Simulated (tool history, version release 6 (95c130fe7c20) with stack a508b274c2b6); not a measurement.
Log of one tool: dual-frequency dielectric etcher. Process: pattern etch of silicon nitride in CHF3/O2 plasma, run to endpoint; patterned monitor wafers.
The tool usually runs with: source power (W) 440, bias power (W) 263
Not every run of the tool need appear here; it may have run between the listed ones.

run	hour	source power (W)	bias power (W)	incoming incoming film thickness, nm	endpoint time (s)
1	0	440	263	75	54.3
2	32.8	440	263	75.2	54.9
3	46.7	440	263	74.9	54.9
# hour 77.6: wet clean of the chamber
4	135.3	440	263	74.9	53.5
5	156.7	410	314	75.1	50.3
6	184.6	410	314	75.1	50.5
7	213.3	410	314	74.8	50.2
8	241.7	440	211	74.8	59.2
9	270.5	440	211	74.2	59.4
10	300.5	440	212	75.3	59.7
11	332.3	440	212	74.6	59.4
12	349.1	440	263	75	53.8
# hour 371.4: bias power generator calibrated
13	377.2	440	263	74.8	53.9
# hour 421.9: upper electrode replaced, of another model than before
14	422.4	440	312	74.5	51
15	439.6	440	312	74.3	50.7
16	472	440	312	75.1	51.3
17	496	440	263	74	53.8
18	521.2	440	263	75.2	54.7
19	534.9	440	211	75.1	58.6
# hour 559.8: source power generator calibrated
# hour 583.7: wet clean of the chamber
20	584.2	440	263	73.4	52
21	584.5	370	320	74.8	53
22	611.9	440	263	74.5	52.9
23	635.9	530	263	74.7	49.5
24	659.1	440	263	75	53.5
25	688.4	440	263	74.9	53.7
26	716.5	370	263	75.2	57.1
27	728.7	360	205	74.7	62.4
28	753.8	540	236	74.9	51.3
29	774.1	400	283	75.1	54.3
30	787.2	520	282	74.3	49.2
31	819	500	293	75.8	50
32	854.3	340	263	74.8	59
33	880.8	480	209	75.1	56.3

Measured result minus the same run's result without the hidden state. Both carry the same run-to-run variation, though not necessarily the same gauge scatter:
Hidden conditions of the tool in this case: etch rate over this chamber's usual, %; source power that arrives over what is set, %; bias power that arrives over what is set, %.
run	endpoint time (s)
1	+1.3
2	+1.4
3	+1.5
4	+0
5	+0.1
6	+0.1
7	+0.2
8	+0.4
9	+0.5
10	+0.6
11	+0.7
12	+0.7
13	+0.8
14	+0.9
15	+1
16	+1
17	+1.2
18	+1.3
19	+1.4
20	-0.1
21	-0.1
22	+0
23	+0.1
24	+0.2
25	+0.3
26	+0.4
27	+0.5
28	+0.4
29	+0.5
30	+0.5
31	+0.6
32	+0.8
33	+0.9
